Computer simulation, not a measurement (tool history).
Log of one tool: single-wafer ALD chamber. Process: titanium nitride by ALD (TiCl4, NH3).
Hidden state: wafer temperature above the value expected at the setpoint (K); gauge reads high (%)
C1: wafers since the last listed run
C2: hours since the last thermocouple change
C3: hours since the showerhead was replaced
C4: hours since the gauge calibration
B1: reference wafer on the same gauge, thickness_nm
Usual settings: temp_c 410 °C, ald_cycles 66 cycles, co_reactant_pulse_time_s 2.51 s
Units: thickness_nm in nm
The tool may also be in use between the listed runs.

Run 1, day 0.000: usual settings; C1 0; C2 1302.0; C3 6184.9; C4 2339.1; B1 1.310. Result: thickness_nm 1.474 nm.
Run 2, day 1.983: usual settings but co_reactant_pulse_time_s 2.74 s; C1 224; C2 1349.6; C3 6232.5; C4 2386.7; B1 1.310. Result: thickness_nm 1.472 nm.
Run 3, day 5.654: usual settings but co_reactant_pulse_time_s 2.74 s; C1 414; C2 1437.7; C3 6320.6; C4 2474.8; B1 1.308. Result: thickness_nm 1.488 nm.
Run 4, day 7.971: usual settings but co_reactant_pulse_time_s 2.74 s; C1 261; C2 1493.3; C3 6376.2; C4 2530.4; B1 1.309. Result: thickness_nm 1.487 nm.
Run 5, day 11.942: usual settings; C1 448; C2 1588.6; C3 6471.5; C4 2625.7; B1 1.310. Result: thickness_nm 1.476 nm.
Run 6, day 14.429: usual settings; C1 281; C2 1648.3; C3 6531.2; C4 2685.4; B1 1.308. Result: thickness_nm 1.472 nm.
Run 7, day 17.550: usual settings but temp_c 414 °C; C1 352; C2 1723.2; C3 6606.1; C4 2760.3; B1 1.312. Result: thickness_nm 1.479 nm.
Run 8, day 19.504: usual settings but temp_c 414 °C; C1 220; C2 1770.1; C3 6653.0; C4 2807.2; B1 1.311. Result: thickness_nm 1.482 nm.
Run 9, day 21.742: usual settings; C1 252; C2 1823.8; C3 6706.7; C4 2860.9; B1 1.310. Result: thickness_nm 1.474 nm.
At day 24.067: thermocouple changed; heater temperature recalibrated.
Run 10, day 24.408: usual settings; C1 263; C2 8.2; C3 6770.7; C4 2924.9; B1 1.310. Result: thickness_nm 1.463 nm.
Run 11, day 26.112: usual settings; C1 192; C2 49.1; C3 6811.6; C4 2965.8; B1 1.310. Result: thickness_nm 1.466 nm.
Run 12, day 38.658: usual settings; C1 1418; C2 350.2; C3 7112.7; C4 3266.9; B1 1.310. Result: thickness_nm 1.474 nm.
Run 13, day 47.633: usual settings; C1 1014; C2 565.6; C3 7328.1; C4 3482.3; B1 1.309. Result: thickness_nm 1.463 nm.
At day 49.800: gauge calibrated.
Run 14, day 52.462: usual settings; C1 545; C2 681.5; C3 7444.0; C4 63.9; B1 1.311. Result: thickness_nm 1.480 nm.
Run 15, day 56.521: usual settings; C1 458; C2 778.9; C3 7541.4; C4 161.3; B1 1.311. Result: thickness_nm 1.470 nm.
Run 16, day 58.808: usual settings but temp_c 423 °C, ald_cycles 75 cycles, co_reactant_pulse_time_s 2.13 s; C1 258; C2 833.8; C3 7596.3; C4 216.2; B1 1.309. Result: thickness_nm 1.670 nm.
Run 17, day 61.979: usual settings but temp_c 416 °C, ald_cycles 77 cycles; C1 358; C2 909.9; C3 7672.4; C4 292.3; B1 1.309. Result: thickness_nm 1.720 nm.
Run 18, day 63.908: usual settings but ald_cycles 72 cycles; C1 218; C2 956.2; C3 7718.7; C4 338.6; B1 1.310. Result: thickness_nm 1.608 nm.
Run 19, day 65.575: usual settings; C1 188; C2 996.2; C3 7758.7; C4 378.6; B1 1.311. Result: thickness_nm 1.479 nm.
Run 20, day 69.462: usual settings but temp_c 399 °C; C1 439; C2 1089.5; C3 7852.0; C4 471.9; B1 1.310. Result: thickness_nm 1.465 nm.
At day 71.254: showerhead replaced.
Run 21, day 81.108: usual settings; C1 1278; C2 1369.0; C3 236.5; C4 751.4; B1 1.309. Result: thickness_nm 1.479 nm.
Run 22, day 85.233: usual settings but ald_cycles 70 cycles; C1 466; C2 1468.0; C3 335.5; C4 850.4; B1 1.310. Result: thickness_nm 1.574 nm.
Run 23, day 89.592: usual settings but temp_c 398 °C, ald_cycles 76 cycles, co_reactant_pulse_time_s 1.70 s; C1 492; C2 1572.6; C3 440.1; C4 955.0; B1 1.308. Result: thickness_nm 1.668 nm.
At day 93.558: thermocouple changed; heater temperature recalibrated.
Run 24, day 93.579: usual settings but temp_c 397 °C, ald_cycles 63 cycles, co_reactant_pulse_time_s 2.03 s; C1 413; C2 0.5; C3 535.8; C4 1050.7; B1 1.309. Result: thickness_nm 1.394 nm.
Run 25, day 100.946: usual settings but temp_c 398 °C, ald_cycles 57 cycles, co_reactant_pulse_time_s 2.05 s; C1 832; C2 177.3; C3 712.6; C4 1227.5; B1 1.309. Result: thickness_nm 1.257 nm.
Run 26, day 103.025: usual settings but ald_cycles 53 cycles; C1 235; C2 227.2; C3 762.5; C4 1277.4; B1 1.309. Result: thickness_nm 1.184 nm.
Run 27, day 105.121: usual settings but temp_c 397 °C, ald_cycles 72 cycles; C1 236; C2 277.5; C3 812.8; C4 1327.7; B1 1.311. Result: thickness_nm 1.590 nm.
Run 28, day 109.012: usual settings but temp_c 398 °C, ald_cycles 57 cycles, co_reactant_pulse_time_s 2.05 s; C1 439; C2 370.9; C3 906.2; C4 1421.1; B1 1.311. Result: thickness_nm 1.262 nm.
Run 29, day 111.092: usual settings but temp_c 402 °C, ald_cycles 61 cycles; C1 235; C2 420.8; C3 956.1; C4 1471.0; B1 1.309. Result: thickness_nm 1.370 nm.
Run 30, day 115.233: usual settings but temp_c 398 °C, ald_cycles 57 cycles, co_reactant_pulse_time_s 2.05 s; C1 468; C2 520.2; C3 1055.5; C4 1570.4; B1 1.311. Result: thickness_nm 1.259 nm.
Run 31, day 119.462: usual settings; C1 478; C2 621.7; C3 1157.0; C4 1671.9; B1 1.311. Result: thickness_nm 1.474 nm.

Forecast each of these 3 alternatives for the next run:
Run A, day 119.488: usual settings but ald_cycles 54 cycles; C1 2; C2 622.3; C3 1157.6; C4 1672.5; B1 ?. Result: thickness_nm ?.
Run B, day 119.488: usual settings but temp_c 397 °C, ald_cycles 62 cycles, co_reactant_pulse_time_s 2.15 s; C1 2; C2 622.3; C3 1157.6; C4 1672.5; B1 ?. Result: thickness_nm ?.
Run C, day 119.488: usual settings but temp_c 396 °C, co_reactant_pulse_time_s 1.68 s; C1 2; C2 622.3; C3 1157.6; C4 1672.5; B1 ?. Result: thickness_nm ?.

run     B1  thickness_nm
  A  1.310         1.215
  B  1.310         1.382
  C  1.310         1.455
Without the tool's hidden state the same runs would have given:
run  thickness_nm
  A         1.215
  B         1.382
  C         1.455

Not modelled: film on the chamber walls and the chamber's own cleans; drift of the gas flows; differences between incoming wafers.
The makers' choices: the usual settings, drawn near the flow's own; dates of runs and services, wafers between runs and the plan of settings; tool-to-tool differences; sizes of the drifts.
